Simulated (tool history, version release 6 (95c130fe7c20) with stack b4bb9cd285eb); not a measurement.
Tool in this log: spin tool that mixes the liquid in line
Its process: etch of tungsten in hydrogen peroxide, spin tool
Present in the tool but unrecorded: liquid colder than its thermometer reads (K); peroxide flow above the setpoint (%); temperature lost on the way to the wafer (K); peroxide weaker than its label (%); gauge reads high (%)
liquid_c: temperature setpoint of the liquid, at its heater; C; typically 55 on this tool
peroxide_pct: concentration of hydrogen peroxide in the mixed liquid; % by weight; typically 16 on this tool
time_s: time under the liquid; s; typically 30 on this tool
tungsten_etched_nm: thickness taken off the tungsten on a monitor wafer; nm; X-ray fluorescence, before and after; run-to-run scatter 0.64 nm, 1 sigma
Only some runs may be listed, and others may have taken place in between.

run,hour,liquid_c,peroxide_pct,time_s,wafers since the last listed run,hours since the thermometer was replaced,hours since the peroxide flow meter was replaced,hours since the heated supply line was repaired,hours since the drum of peroxide was connected,hours since the gauge calibration,"read-back film thickness of the tungsten reference wafer, read on the same gauge (nm)",tungsten_etched_nm
1,0,48.5,14,30,0,37.4,143.8,2507.6,536,1468.9,120.04,42.7
2,41.6,48.5,14,30,544,79,185.4,2549.2,577.6,1510.5,120.03,42.38
3,147.3,61,16,30,1383,184.7,291.1,2654.9,683.3,1616.2,120.02,95.85
4,195.3,61,16,30,628,232.7,339.1,2702.9,731.3,1664.2,120,95.71
# hour 198: new drum of peroxide connected
5,277.6,55,16,20,1063,315,421.4,2785.2,79.6,1746.5,120.01,44.77
6,335.3,55,16,30,755,372.7,479.1,2842.9,137.3,1804.2,119.95,66.93
7,439.2,55,16,30,1359,476.6,583,2946.8,241.2,1908.1,119.99,66.77
8,496.9,55,16,30,755,534.3,640.7,3004.5,298.9,1965.8,120.02,66.54
9,610.3,48.5,16,45,1483,647.7,754.1,3117.9,412.3,2079.2,119.98,66.16
# hour 612.8: heated supply line repaired
10,685.3,55,16,30,968,722.7,829.1,72.5,487.3,2154.2,119.94,72.72
# hour 704.8: thermometer replaced
11,734.9,55,16,30,635,30.1,878.7,122.1,536.9,2203.8,120.01,72.72
12,806.1,63,16,40,931,101.3,949.9,193.3,608.1,2275,120,153.67

Run 13 is up next; what results do you expect?
13,854.8,55,21,30,637,150,998.6,242,656.8,2323.7,?,?

read-back film thickness of the tungsten reference wafer, read on the same gauge (nm): 119.98
tungsten_etched_nm: 81.84 nm
Had the tool carried no hidden state, the very same run would have given tungsten_etched_nm 83.01 nm.

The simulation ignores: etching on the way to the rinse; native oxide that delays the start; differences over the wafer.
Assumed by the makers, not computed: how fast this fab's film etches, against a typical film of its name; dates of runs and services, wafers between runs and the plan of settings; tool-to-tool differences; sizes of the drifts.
